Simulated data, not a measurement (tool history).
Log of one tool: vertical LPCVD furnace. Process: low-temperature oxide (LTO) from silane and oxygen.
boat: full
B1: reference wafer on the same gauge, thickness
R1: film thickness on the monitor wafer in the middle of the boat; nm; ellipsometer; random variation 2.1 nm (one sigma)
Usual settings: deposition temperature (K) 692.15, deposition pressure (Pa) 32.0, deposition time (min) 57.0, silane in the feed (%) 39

{"run": 1, "hour": 0.0, "deposition temperature (K)": 692.15, "deposition pressure (Pa)": 32.0, "deposition time (min)": 57.0, "silane in the feed (%)": 39, "B1": 675.95, "R1": 729.23}
{"run": 2, "hour": 19.6, "deposition temperature (K)": 692.15, "deposition pressure (Pa)": 32.0, "deposition time (min)": 57.0, "silane in the feed (%)": 39, "B1": 676.56, "R1": 728.79}
{"run": 3, "hour": 50.7, "deposition temperature (K)": 692.15, "deposition pressure (Pa)": 32.0, "deposition time (min)": 57.0, "silane in the feed (%)": 39, "B1": 675.81, "R1": 736.18}
{"run": 4, "hour": 66.8, "deposition temperature (K)": 692.15, "deposition pressure (Pa)": 32.0, "deposition time (min)": 57.0, "silane in the feed (%)": 39, "B1": 675.97, "R1": 732.61}
{"run": 5, "hour": 97.6, "deposition temperature (K)": 692.15, "deposition pressure (Pa)": 32.0, "deposition time (min)": 57.0, "silane in the feed (%)": 39, "B1": 676.27, "R1": 729.11}
{"run": 6, "hour": 124.2, "deposition temperature (K)": 692.15, "deposition pressure (Pa)": 32.0, "deposition time (min)": 57.0, "silane in the feed (%)": 39, "B1": 677.13, "R1": 732.92}
{"run": 7, "hour": 143.9, "deposition temperature (K)": 692.15, "deposition pressure (Pa)": 32.0, "deposition time (min)": 57.0, "silane in the feed (%)": 39, "B1": 675.8, "R1": 726.35}
{"run": 8, "hour": 177.8, "deposition temperature (K)": 692.15, "deposition pressure (Pa)": 32.0, "deposition time (min)": 57.0, "silane in the feed (%)": 39, "B1": 676.17, "R1": 729.66}
{"run": 9, "hour": 196.6, "deposition temperature (K)": 692.15, "deposition pressure (Pa)": 36.7, "deposition time (min)": 63.5, "silane in the feed (%)": 39, "B1": 675.61, "R1": 939.38}
{"run": 10, "hour": 224.1, "deposition temperature (K)": 692.15, "deposition pressure (Pa)": 32.0, "deposition time (min)": 57.0, "silane in the feed (%)": 39, "B1": 675.39, "R1": 732.46}
{"hour": 318.5, "done": "thermocouples replaced and temperature profile calibrated"}
{"run": 11, "hour": 319.5, "deposition temperature (K)": 704.15, "deposition pressure (Pa)": 26.0, "deposition time (min)": 57.0, "silane in the feed (%)": 42, "B1": 676.48, "R1": 693.84}
{"run": 12, "hour": 353.3, "deposition temperature (K)": 692.15, "deposition pressure (Pa)": 32.0, "deposition time (min)": 57.0, "silane in the feed (%)": 42, "B1": 675.97, "R1": 765.52}
{"hour": 385.6, "done": "silane flow controller replaced"}
{"run": 13, "hour": 386.1, "deposition temperature (K)": 695.15, "deposition pressure (Pa)": 32.0, "deposition time (min)": 47.0, "silane in the feed (%)": 36, "B1": 676.33, "R1": 543.71}
{"run": 14, "hour": 395.2, "deposition temperature (K)": 704.15, "deposition pressure (Pa)": 26.0, "deposition time (min)": 57.0, "silane in the feed (%)": 42, "B1": 675.58, "R1": 686.57}
{"run": 15, "hour": 408.7, "deposition temperature (K)": 692.15, "deposition pressure (Pa)": 37.3, "deposition time (min)": 57.0, "silane in the feed (%)": 46, "B1": 676.25, "R1": 983.83}
{"run": 16, "hour": 439.6, "deposition temperature (K)": 698.15, "deposition pressure (Pa)": 32.0, "deposition time (min)": 64.5, "silane in the feed (%)": 39, "B1": 676.85, "R1": 844.12}
{"run": 17, "hour": 464.2, "deposition temperature (K)": 692.15, "deposition pressure (Pa)": 32.0, "deposition time (min)": 57.0, "silane in the feed (%)": 39, "B1": 675.95, "R1": 698.96}
{"run": 18, "hour": 476.8, "deposition temperature (K)": 692.15, "deposition pressure (Pa)": 32.0, "deposition time (min)": 57.0, "silane in the feed (%)": 33, "B1": 676.2, "R1": 564.83}
{"run": 19, "hour": 501.3, "deposition temperature (K)": 704.15, "deposition pressure (Pa)": 26.0, "deposition time (min)": 57.0, "silane in the feed (%)": 42, "B1": 675.54, "R1": 685.07}
{"run": 20, "hour": 525.5, "deposition temperature (K)": 692.15, "deposition pressure (Pa)": 32.0, "deposition time (min)": 35.0, "silane in the feed (%)": 32, "B1": 676.3, "R1": 334.13}
{"run": 21, "hour": 542.7, "deposition temperature (K)": 704.15, "deposition pressure (Pa)": 34.7, "deposition time (min)": 57.0, "silane in the feed (%)": 39, "B1": 675.73, "R1": 855.95}
{"hour": 597.5, "done": "pressure gauge zeroed"}
{"run": 22, "hour": 598.0, "deposition temperature (K)": 704.15, "deposition pressure (Pa)": 32.0, "deposition time (min)": 42.5, "silane in the feed (%)": 39, "B1": 675.9, "R1": 623.8}
{"run": 23, "hour": 607.1, "deposition temperature (K)": 692.15, "deposition pressure (Pa)": 32.0, "deposition time (min)": 57.0, "silane in the feed (%)": 37, "B1": 675.99, "R1": 694.91}
{"hour": 609.4, "done": "gauge calibrated"}
{"run": 24, "hour": 632.3, "deposition temperature (K)": 683.15, "deposition pressure (Pa)": 36.0, "deposition time (min)": 57.0, "silane in the feed (%)": 32, "B1": 676.63, "R1": 584.82}
{"run": 25, "hour": 656.8, "deposition temperature (K)": 692.15, "deposition pressure (Pa)": 32.0, "deposition time (min)": 63.0, "silane in the feed (%)": 39, "B1": 676.03, "R1": 822.08}
{"run": 26, "hour": 680.1, "deposition temperature (K)": 692.15, "deposition pressure (Pa)": 32.0, "deposition time (min)": 37.0, "silane in the feed (%)": 39, "B1": 676.01, "R1": 481.46}
{"run": 27, "hour": 723.4, "deposition temperature (K)": 699.15, "deposition pressure (Pa)": 24.7, "deposition time (min)": 57.0, "silane in the feed (%)": 42, "B1": 675.62, "R1": 663.71}
{"run": 28, "hour": 752.5, "deposition temperature (K)": 689.15, "deposition pressure (Pa)": 32.0, "deposition time (min)": 47.0, "silane in the feed (%)": 37, "B1": 675.69, "R1": 556.18}
{"run": 29, "hour": 779.9, "deposition temperature (K)": 692.15, "deposition pressure (Pa)": 32.0, "deposition time (min)": 57.0, "silane in the feed (%)": 39, "B1": 676.61, "R1": 743.18}
{"run": 30, "hour": 861.7, "deposition temperature (K)": 703.15, "deposition pressure (Pa)": 38.7, "deposition time (min)": 44.5, "silane in the feed (%)": 39, "B1": 675.34, "R1": 782.69}

Forecast each of these 5 alternatives for the next run:
{"run": "A", "hour": 865.9, "deposition temperature (K)": 692.15, "deposition pressure (Pa)": 32.0, "deposition time (min)": 66.0, "silane in the feed (%)": 39, "B1": "?", "R1": "?"}
{"run": "B", "hour": 865.9, "deposition temperature (K)": 692.15, "deposition pressure (Pa)": 34.7, "deposition time (min)": 57.0, "silane in the feed (%)": 37, "B1": "?", "R1": "?"}
{"run": "C", "hour": 865.9, "deposition temperature (K)": 700.15, "deposition pressure (Pa)": 32.0, "deposition time (min)": 39.5, "silane in the feed (%)": 39, "B1": "?", "R1": "?"}
{"run": "D", "hour": 865.9, "deposition temperature (K)": 698.15, "deposition pressure (Pa)": 32.0, "deposition time (min)": 57.0, "silane in the feed (%)": 39, "B1": "?", "R1": "?"}
{"run": "E", "hour": 865.9, "deposition temperature (K)": 697.15, "deposition pressure (Pa)": 32.0, "deposition time (min)": 46.5, "silane in the feed (%)": 36, "B1": "?", "R1": "?"}

run=A B1=675.73 R1=854.63
run=B B1=675.73 R1=751.21
run=C B1=675.73 R1=554.66
run=D B1=675.73 R1=784.53
run=E B1=675.73 R1=576.16
Without the tool's hidden state the same runs would have given:
run=A R1=847.16
run=B R1=744.48
run=C R1=549.97
run=D R1=777.83
run=E R1=571.09

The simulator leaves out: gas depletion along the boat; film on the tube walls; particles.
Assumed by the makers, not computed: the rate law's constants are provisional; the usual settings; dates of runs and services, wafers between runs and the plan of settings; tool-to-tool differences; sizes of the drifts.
